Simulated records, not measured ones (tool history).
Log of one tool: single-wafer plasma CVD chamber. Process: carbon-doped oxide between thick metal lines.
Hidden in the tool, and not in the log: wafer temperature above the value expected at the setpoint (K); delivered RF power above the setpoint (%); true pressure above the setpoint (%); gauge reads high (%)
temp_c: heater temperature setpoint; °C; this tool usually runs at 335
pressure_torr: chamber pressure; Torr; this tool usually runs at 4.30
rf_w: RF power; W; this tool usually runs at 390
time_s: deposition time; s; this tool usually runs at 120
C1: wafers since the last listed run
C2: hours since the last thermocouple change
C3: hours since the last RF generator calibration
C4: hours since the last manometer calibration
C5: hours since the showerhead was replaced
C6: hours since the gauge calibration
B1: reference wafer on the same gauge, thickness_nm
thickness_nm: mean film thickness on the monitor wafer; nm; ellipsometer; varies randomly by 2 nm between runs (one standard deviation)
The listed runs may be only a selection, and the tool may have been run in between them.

run 1 day=0.000 | temp_c=335 pressure_torr=4.30 rf_w=390 time_s=120 | C1=0 C2=2029.8 C3=1486.9 C4=2605.6 C5=6345.2 C6=349.3 | B1=460.663 | thickness_nm=505.848
run 2 day=0.633 | temp_c=335 pressure_torr=4.30 rf_w=390 time_s=120 | C1=166 C2=2045.0 C3=1502.1 C4=2620.8 C5=6360.4 C6=364.5 | B1=461.073 | thickness_nm=500.892
-- day=1.267 showerhead replaced
-- day=1.312 RF generator calibrated
run 3 day=1.333 | temp_c=335 pressure_torr=4.30 rf_w=390 time_s=120 | C1=84 C2=2061.8 C3=0.5 C4=2637.6 C5=1.6 C6=381.3 | B1=460.937 | thickness_nm=488.176
run 4 day=1.608 | temp_c=335 pressure_torr=4.30 rf_w=390 time_s=120 | C1=72 C2=2068.4 C3=7.1 C4=2644.2 C5=8.2 C6=387.9 | B1=461.030 | thickness_nm=489.407
run 5 day=2.208 | temp_c=345 pressure_torr=5.32 rf_w=345 time_s=128 | C1=158 C2=2082.8 C3=21.5 C4=2658.6 C5=22.6 C6=402.3 | B1=461.039 | thickness_nm=479.202
-- day=2.575 capacitance manometer re-zeroed and calibrated
run 6 day=2.750 | temp_c=335 pressure_torr=4.30 rf_w=390 time_s=120 | C1=54 C2=2095.8 C3=34.5 C4=4.2 C5=35.6 C6=415.3 | B1=460.757 | thickness_nm=485.819
run 7 day=3.404 | temp_c=325 pressure_torr=5.17 rf_w=390 time_s=120 | C1=172 C2=2111.5 C3=50.2 C4=19.9 C5=51.3 C6=431.0 | B1=461.070 | thickness_nm=514.649
run 8 day=3.942 | temp_c=340 pressure_torr=4.83 rf_w=390 time_s=130 | C1=141 C2=2124.4 C3=63.1 C4=32.8 C5=64.2 C6=443.9 | B1=460.965 | thickness_nm=526.005
run 9 day=4.521 | temp_c=335 pressure_torr=4.30 rf_w=445 time_s=120 | C1=152 C2=2138.3 C3=77.0 C4=46.7 C5=78.1 C6=457.8 | B1=460.943 | thickness_nm=529.161
-- day=5.346 RF generator calibrated, repeated, since the last time left the tool worse
run 10 day=5.367 | temp_c=325 pressure_torr=5.00 rf_w=390 time_s=141 | C1=134 C2=2158.6 C3=0.5 C4=67.0 C5=98.4 C6=478.1 | B1=461.192 | thickness_nm=651.589
run 11 day=5.475 | temp_c=326 pressure_torr=3.59 rf_w=390 time_s=139 | C1=28 C2=2161.2 C3=3.1 C4=69.6 C5=101.0 C6=480.7 | B1=461.316 | thickness_nm=601.377
run 12 day=6.075 | temp_c=326 pressure_torr=4.30 rf_w=390 time_s=120 | C1=158 C2=2175.6 C3=17.5 C4=84.0 C5=115.4 C6=495.1 | B1=460.807 | thickness_nm=534.879
run 13 day=6.800 | temp_c=339 pressure_torr=5.32 rf_w=430 time_s=101 | C1=190 C2=2193.0 C3=34.9 C4=101.4 C5=132.8 C6=512.5 | B1=461.228 | thickness_nm=478.646
run 14 day=7.221 | temp_c=335 pressure_torr=4.30 rf_w=390 time_s=120 | C1=110 C2=2203.1 C3=45.0 C4=111.5 C5=142.9 C6=522.6 | B1=461.063 | thickness_nm=520.114
-- day=7.829 thermocouple changed; heater temperature recalibrated
run 15 day=7.850 | temp_c=335 pressure_torr=4.30 rf_w=390 time_s=120 | C1=77 C2=0.5 C3=60.1 C4=126.6 C5=158.0 C6=537.7 | B1=461.053 | thickness_nm=519.247
run 16 day=8.617 | temp_c=335 pressure_torr=4.30 rf_w=365 time_s=120 | C1=201 C2=18.9 C3=78.5 C4=145.0 C5=176.4 C6=556.1 | B1=461.067 | thickness_nm=495.073
-- day=8.696 gauge calibrated
run 17 day=9.154 | temp_c=322 pressure_torr=3.76 rf_w=390 time_s=120 | C1=141 C2=31.8 C3=91.4 C4=157.9 C5=189.3 C6=11.0 | B1=461.143 | thickness_nm=527.966
run 18 day=9.646 | temp_c=349 pressure_torr=5.34 rf_w=390 time_s=112 | C1=129 C2=43.6 C3=103.2 C4=169.7 C5=201.1 C6=22.8 | B1=461.020 | thickness_nm=480.311
run 19 day=10.138 | temp_c=335 pressure_torr=3.33 rf_w=390 time_s=113 | C1=129 C2=55.4 C3=115.0 C4=181.5 C5=212.9 C6=34.6 | B1=461.026 | thickness_nm=470.827
run 20 day=10.662 | temp_c=348 pressure_torr=3.78 rf_w=390 time_s=134 | C1=138 C2=68.0 C3=127.6 C4=194.1 C5=225.5 C6=47.2 | B1=461.051 | thickness_nm=545.426
run 21 day=10.983 | temp_c=335 pressure_torr=4.30 rf_w=390 time_s=120 | C1=84 C2=75.7 C3=135.3 C4=201.8 C5=233.2 C6=54.9 | B1=460.521 | thickness_nm=515.144
run 22 day=11.621 | temp_c=335 pressure_torr=4.30 rf_w=420 time_s=120 | C1=167 C2=91.0 C3=150.6 C4=217.1 C5=248.5 C6=70.2 | B1=460.923 | thickness_nm=545.458
run 23 day=12.350 | temp_c=341 pressure_torr=5.37 rf_w=390 time_s=120 | C1=192 C2=108.5 C3=168.1 C4=234.6 C5=266.0 C6=87.7 | B1=460.787 | thickness_nm=526.831
run 24 day=12.921 | temp_c=335 pressure_torr=4.30 rf_w=390 time_s=120 | C1=150 C2=122.2 C3=181.8 C4=248.3 C5=279.7 C6=101.4 | B1=461.479 | thickness_nm=513.520
run 25 day=13.383 | temp_c=335 pressure_torr=4.30 rf_w=390 time_s=120 | C1=121 C2=133.3 C3=192.9 C4=259.4 C5=290.8 C6=112.5 | B1=460.898 | thickness_nm=514.376
run 26 day=13.883 | temp_c=335 pressure_torr=4.30 rf_w=390 time_s=120 | C1=131 C2=145.3 C3=204.9 C4=271.4 C5=302.8 C6=124.5 | B1=460.807 | thickness_nm=514.152
run 27 day=14.512 | temp_c=335 pressure_torr=4.30 rf_w=390 time_s=120 | C1=165 C2=160.4 C3=220.0 C4=286.5 C5=317.9 C6=139.6 | B1=461.189 | thickness_nm=512.808
run 28 day=14.933 | temp_c=343 pressure_torr=4.30 rf_w=445 time_s=133 | C1=110 C2=170.5 C3=230.1 C4=296.6 C5=328.0 C6=149.7 | B1=460.929 | thickness_nm=605.119
run 29 day=15.542 | temp_c=340 pressure_torr=3.45 rf_w=450 time_s=128 | C1=160 C2=185.1 C3=244.7 C4=311.2 C5=342.6 C6=164.3 | B1=460.706 | thickness_nm=578.602

Alternative continuations, all from the tool just after run 29; predict every row:
run A day=15.558 | temp_c=335 pressure_torr=4.30 rf_w=390 time_s=101 | C1=4 C2=185.5 C3=245.1 C4=311.6 C5=343.0 C6=164.7 | B1=? | thickness_nm=?
run B day=15.558 | temp_c=329 pressure_torr=3.76 rf_w=390 time_s=129 | C1=4 C2=185.5 C3=245.1 C4=311.6 C5=343.0 C6=164.7 | B1=? | thickness_nm=?
run C day=15.558 | temp_c=350 pressure_torr=3.34 rf_w=360 time_s=104 | C1=4 C2=185.5 C3=245.1 C4=311.6 C5=343.0 C6=164.7 | B1=? | thickness_nm=?

run=A B1=461.144 thickness_nm=430.453
run=B B1=461.144 thickness_nm=547.866
run=C B1=461.144 thickness_nm=387.767
Had the tool no hidden state, the same runs would have come out as:
run=A thickness_nm=437.874
run=B thickness_nm=557.312
run=C thickness_nm=394.628
